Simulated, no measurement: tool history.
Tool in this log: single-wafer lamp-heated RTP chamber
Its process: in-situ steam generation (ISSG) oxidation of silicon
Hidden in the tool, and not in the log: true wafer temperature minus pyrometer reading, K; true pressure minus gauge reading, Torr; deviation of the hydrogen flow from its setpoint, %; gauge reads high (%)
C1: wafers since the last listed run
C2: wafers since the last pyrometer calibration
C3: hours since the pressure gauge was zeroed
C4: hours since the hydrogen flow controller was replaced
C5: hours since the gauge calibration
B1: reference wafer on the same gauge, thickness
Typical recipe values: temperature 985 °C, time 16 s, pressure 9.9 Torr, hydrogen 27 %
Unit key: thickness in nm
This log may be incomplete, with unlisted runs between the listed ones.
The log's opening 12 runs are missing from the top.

run 13 hour=887.4 | temperature=985 time=13 pressure=9.4 hydrogen=27 | C1=366 C2=3469 C3=3213.5 C4=4356.2 C5=715.9 | B1=5.302 | thickness=4.365
run 14 hour=980.7 | temperature=985 time=16 pressure=9.9 hydrogen=27 | C1=914 C2=4383 C3=3306.8 C4=4449.5 C5=809.2 | B1=5.299 | thickness=4.712
run 15 hour=1029.1 | temperature=977 time=14 pressure=9.9 hydrogen=32 | C1=474 C2=4857 C3=3355.2 C4=4497.9 C5=857.6 | B1=5.301 | thickness=4.523
run 16 hour=1072.9 | temperature=985 time=16 pressure=9.9 hydrogen=27 | C1=429 C2=5286 C3=3399 C4=4541.7 C5=901.4 | B1=5.298 | thickness=4.736
run 17 hour=1177.7 | temperature=985 time=16 pressure=9.9 hydrogen=21 | C1=1026 C2=6313 C3=3503.8 C4=4646.5 C5=1006.2 | B1=5.301 | thickness=4.484
run 18 hour=1230 | temperature=985 time=16 pressure=9.9 hydrogen=27 | C1=512 C2=6825 C3=3556.1 C4=4698.8 C5=1058.5 | B1=5.297 | thickness=4.741
run 19 hour=1320 | temperature=968 time=16 pressure=9.9 hydrogen=27 | C1=881 C2=7707 C3=3646.1 C4=4788.8 C5=1148.5 | B1=5.298 | thickness=4.485
-- hour=1351 pyrometer window cleaned and pyrometer calibrated
run 20 hour=1447.1 | temperature=985 time=16 pressure=9.9 hydrogen=27 | C1=1166 C2=941 C3=3773.2 C4=4915.9 C5=1275.6 | B1=5.303 | thickness=4.702
-- hour=1509.8 hydrogen flow controller replaced
run 21 hour=1533.3 | temperature=985 time=16 pressure=9.9 hydrogen=27 | C1=766 C2=1707 C3=3859.4 C4=23.5 C5=1361.8 | B1=5.301 | thickness=4.706
run 22 hour=1635.3 | temperature=985 time=14 pressure=9.9 hydrogen=32 | C1=999 C2=2707 C3=3961.4 C4=125.5 C5=1463.8 | B1=5.298 | thickness=4.637
run 23 hour=1677.8 | temperature=1004 time=14 pressure=8.9 hydrogen=27 | C1=416 C2=3123 C3=4003.9 C4=168 C5=1506.3 | B1=5.302 | thickness=4.873
-- hour=1720.8 pressure gauge zeroed
run 24 hour=1731 | temperature=985 time=16 pressure=9.9 hydrogen=27 | C1=442 C2=3566 C3=10.2 C4=221.2 C5=1559.5 | B1=5.3 | thickness=4.755
run 25 hour=2042.1 | temperature=985 time=16 pressure=10.2 hydrogen=32 | C1=3047 C2=6614 C3=321.3 C4=532.3 C5=1870.6 | B1=5.301 | thickness=4.929
run 26 hour=2147.7 | temperature=991 time=16 pressure=9.9 hydrogen=24 | C1=1034 C2=7648 C3=426.9 C4=637.9 C5=1976.2 | B1=5.3 | thickness=4.769
-- hour=2165.2 pyrometer window cleaned and pyrometer calibrated
run 27 hour=2198.1 | temperature=985 time=12 pressure=9.9 hydrogen=27 | C1=415 C2=321 C3=477.3 C4=688.3 C5=2026.6 | B1=5.302 | thickness=4.204
run 28 hour=2266.6 | temperature=999 time=10 pressure=9.9 hydrogen=32 | C1=671 C2=992 C3=545.8 C4=756.8 C5=2095.1 | B1=5.3 | thickness=4.262
-- hour=2420.7 gauge calibrated
run 29 hour=2554.6 | temperature=969 time=16 pressure=9.9 hydrogen=27 | C1=2821 C2=3814 C3=833.8 C4=1044.8 C5=133.9 | B1=5.3 | thickness=4.493
run 30 hour=2625.7 | temperature=985 time=16 pressure=9.9 hydrogen=27 | C1=696 C2=4511 C3=904.9 C4=1115.9 C5=205 | B1=5.299 | thickness=4.754

Here are 5 independent what-if runs from the current tool condition. What would each one return?
run A hour=2626.1 | temperature=985 time=16 pressure=9.9 hydrogen=27 | C1=3 C2=4514 C3=905.3 C4=1116.3 C5=205.4 | B1=? | thickness=?
run B hour=2626.1 | temperature=975 time=16 pressure=9.9 hydrogen=27 | C1=3 C2=4514 C3=905.3 C4=1116.3 C5=205.4 | B1=? | thickness=?
run C hour=2626.1 | temperature=985 time=13 pressure=9.9 hydrogen=27 | C1=3 C2=4514 C3=905.3 C4=1116.3 C5=205.4 | B1=? | thickness=?
run D hour=2626.1 | temperature=985 time=22 pressure=9.9 hydrogen=27 | C1=3 C2=4514 C3=905.3 C4=1116.3 C5=205.4 | B1=? | thickness=?
run E hour=2626.1 | temperature=968 time=16 pressure=10.2 hydrogen=24 | C1=3 C2=4514 C3=905.3 C4=1116.3 C5=205.4 | B1=? | thickness=?

run=A B1=5.297 thickness=4.749
run=B B1=5.297 thickness=4.592
run=C B1=5.297 thickness=4.355
run=D B1=5.297 thickness=5.459
run=E B1=5.297 thickness=4.344
With no hidden state in the tool, these same runs would have given:
run=A thickness=4.745
run=B thickness=4.589
run=C thickness=4.353
run=D thickness=5.452
run=E thickness=4.342
